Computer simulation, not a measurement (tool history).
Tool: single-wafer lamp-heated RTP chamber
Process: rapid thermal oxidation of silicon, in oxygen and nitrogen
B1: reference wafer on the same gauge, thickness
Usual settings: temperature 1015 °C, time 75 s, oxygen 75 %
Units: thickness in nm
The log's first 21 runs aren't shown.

run 22 hour=257.0 | temperature=995 time=45 oxygen=98 | B1=6.125 | thickness=5.420
run 23 hour=269.2 | temperature=1015 time=75 oxygen=75 | B1=6.137 | thickness=7.143
-- hour=283.8 pyrometer window cleaned and pyrometer calibrated, repeated, since the last time left the tool worse
run 24 hour=284.3 | temperature=991 time=75 oxygen=75 | B1=6.128 | thickness=5.581
run 25 hour=284.6 | temperature=1026 time=57 oxygen=98 | B1=6.133 | thickness=6.981
run 26 hour=299.4 | temperature=1027 time=65 oxygen=75 | B1=6.125 | thickness=6.823
run 27 hour=311.7 | temperature=986 time=62 oxygen=53 | B1=6.129 | thickness=4.426
run 28 hour=324.6 | temperature=988 time=56 oxygen=54 | B1=6.137 | thickness=4.350
run 29 hour=336.5 | temperature=994 time=44 oxygen=64 | B1=6.126 | thickness=4.323
run 30 hour=346.7 | temperature=1034 time=75 oxygen=98 | B1=6.128 | thickness=8.438
run 31 hour=364.7 | temperature=986 time=64 oxygen=64 | B1=6.135 | thickness=4.817
run 32 hour=371.0 | temperature=999 time=75 oxygen=75 | B1=6.116 | thickness=5.966
run 33 hour=384.0 | temperature=999 time=75 oxygen=75 | B1=6.132 | thickness=5.969
run 34 hour=392.2 | temperature=994 time=44 oxygen=64 | B1=6.133 | thickness=4.338
run 35 hour=409.1 | temperature=1015 time=75 oxygen=75 | B1=6.123 | thickness=6.688
run 36 hour=421.5 | temperature=994 time=105 oxygen=97 | B1=6.123 | thickness=7.307
run 37 hour=436.0 | temperature=1027 time=53 oxygen=87 | B1=6.124 | thickness=6.600

5 ways to go on from here, each from the tool as it stands after run 37. What would each give?
run A hour=436.4 | temperature=1015 time=75 oxygen=75 | B1=? | thickness=?
run B hour=436.4 | temperature=1004 time=94 oxygen=45 | B1=? | thickness=?
run C hour=436.4 | temperature=1002 time=88 oxygen=62 | B1=? | thickness=?
run D hour=436.4 | temperature=1015 time=88 oxygen=67 | B1=? | thickness=?
run E hour=436.4 | temperature=1015 time=85 oxygen=75 | B1=? | thickness=?

run=A B1=6.140 thickness=6.716
run=B B1=6.140 thickness=5.741
run=C B1=6.140 thickness=6.142
run=D B1=6.140 thickness=6.932
run=E B1=6.140 thickness=7.103
Without the tool's hidden state the same runs would have given:
run=A thickness=6.625
run=B thickness=5.663
run=C thickness=6.057
run=D thickness=6.837
run=E thickness=7.005
